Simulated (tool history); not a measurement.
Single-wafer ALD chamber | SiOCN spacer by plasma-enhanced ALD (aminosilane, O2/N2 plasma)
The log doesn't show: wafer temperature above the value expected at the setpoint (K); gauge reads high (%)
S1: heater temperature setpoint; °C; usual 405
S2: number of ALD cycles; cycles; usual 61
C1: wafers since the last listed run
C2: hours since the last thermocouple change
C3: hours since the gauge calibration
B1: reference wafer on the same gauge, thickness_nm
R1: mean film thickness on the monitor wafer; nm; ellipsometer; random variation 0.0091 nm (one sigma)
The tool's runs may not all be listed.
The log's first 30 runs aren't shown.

{"run": 31, "hour": 769.2, "S1": 411, "S2": 52, "C1": 165, "C2": 321.1, "C3": 739.9, "B1": 4.356, "R1": 3.069}
{"run": 32, "hour": 788.3, "S1": 411, "S2": 65, "C1": 104, "C2": 340.2, "C3": 759, "B1": 4.366, "R1": 3.851}
{"run": 33, "hour": 811.5, "S1": 397, "S2": 72, "C1": 127, "C2": 363.4, "C3": 782.2, "B1": 4.358, "R1": 4.377}
{"run": 34, "hour": 837.2, "S1": 414, "S2": 66, "C1": 141, "C2": 389.1, "C3": 807.9, "B1": 4.364, "R1": 3.864}
{"hour": 845.4, "done": "gauge calibrated"}
{"run": 35, "hour": 870.6, "S1": 405, "S2": 61, "C1": 183, "C2": 422.5, "C3": 25.2, "B1": 4.366, "R1": 3.654}
{"run": 36, "hour": 896.7, "S1": 414, "S2": 53, "C1": 143, "C2": 448.6, "C3": 51.3, "B1": 4.359, "R1": 3.09}
{"run": 37, "hour": 924.4, "S1": 394, "S2": 69, "C1": 152, "C2": 476.3, "C3": 79, "B1": 4.362, "R1": 4.182}
{"run": 38, "hour": 950.3, "S1": 394, "S2": 67, "C1": 142, "C2": 502.2, "C3": 104.9, "B1": 4.356, "R1": 4.062}
{"run": 39, "hour": 975.6, "S1": 394, "S2": 50, "C1": 138, "C2": 527.5, "C3": 130.2, "B1": 4.362, "R1": 3.017}
{"run": 40, "hour": 1002.4, "S1": 395, "S2": 49, "C1": 147, "C2": 554.3, "C3": 157, "B1": 4.362, "R1": 2.97}
{"run": 41, "hour": 1030.3, "S1": 405, "S2": 55, "C1": 153, "C2": 582.2, "C3": 184.9, "B1": 4.358, "R1": 3.298}
{"run": 42, "hour": 1043.6, "S1": 415, "S2": 61, "C1": 73, "C2": 595.5, "C3": 198.2, "B1": 4.362, "R1": 3.568}
{"run": 43, "hour": 1111.0, "S1": 416, "S2": 57, "C1": 370, "C2": 662.9, "C3": 265.6, "B1": 4.358, "R1": 3.339}
{"run": 44, "hour": 1141.6, "S1": 411, "S2": 61, "C1": 168, "C2": 693.5, "C3": 296.2, "B1": 4.354, "R1": 3.624}
{"run": 45, "hour": 1174.0, "S1": 394, "S2": 72, "C1": 177, "C2": 725.9, "C3": 328.6, "B1": 4.353, "R1": 4.35}
{"run": 46, "hour": 1196.5, "S1": 417, "S2": 65, "C1": 123, "C2": 748.4, "C3": 351.1, "B1": 4.358, "R1": 3.793}

Forecast each of these 4 alternatives for the next run:
{"run": "A", "hour": 1197.0, "S1": 405, "S2": 61, "C1": 2, "C2": 748.9, "C3": 351.6, "B1": "?", "R1": "?"}
{"run": "B", "hour": 1197.0, "S1": 397, "S2": 69, "C1": 2, "C2": 748.9, "C3": 351.6, "B1": "?", "R1": "?"}
{"run": "C", "hour": 1197.0, "S1": 417, "S2": 55, "C1": 2, "C2": 748.9, "C3": 351.6, "B1": "?", "R1": "?"}
{"run": "D", "hour": 1197.0, "S1": 401, "S2": 61, "C1": 2, "C2": 748.9, "C3": 351.6, "B1": "?", "R1": "?"}

run=A B1=4.361 R1=3.684
run=B B1=4.361 R1=4.186
run=C B1=4.361 R1=3.216
run=D B1=4.361 R1=3.7
Without the tool's hidden state the same runs would have given:
run=A R1=3.645
run=B R1=4.186
run=C R1=3.181
run=D R1=3.684

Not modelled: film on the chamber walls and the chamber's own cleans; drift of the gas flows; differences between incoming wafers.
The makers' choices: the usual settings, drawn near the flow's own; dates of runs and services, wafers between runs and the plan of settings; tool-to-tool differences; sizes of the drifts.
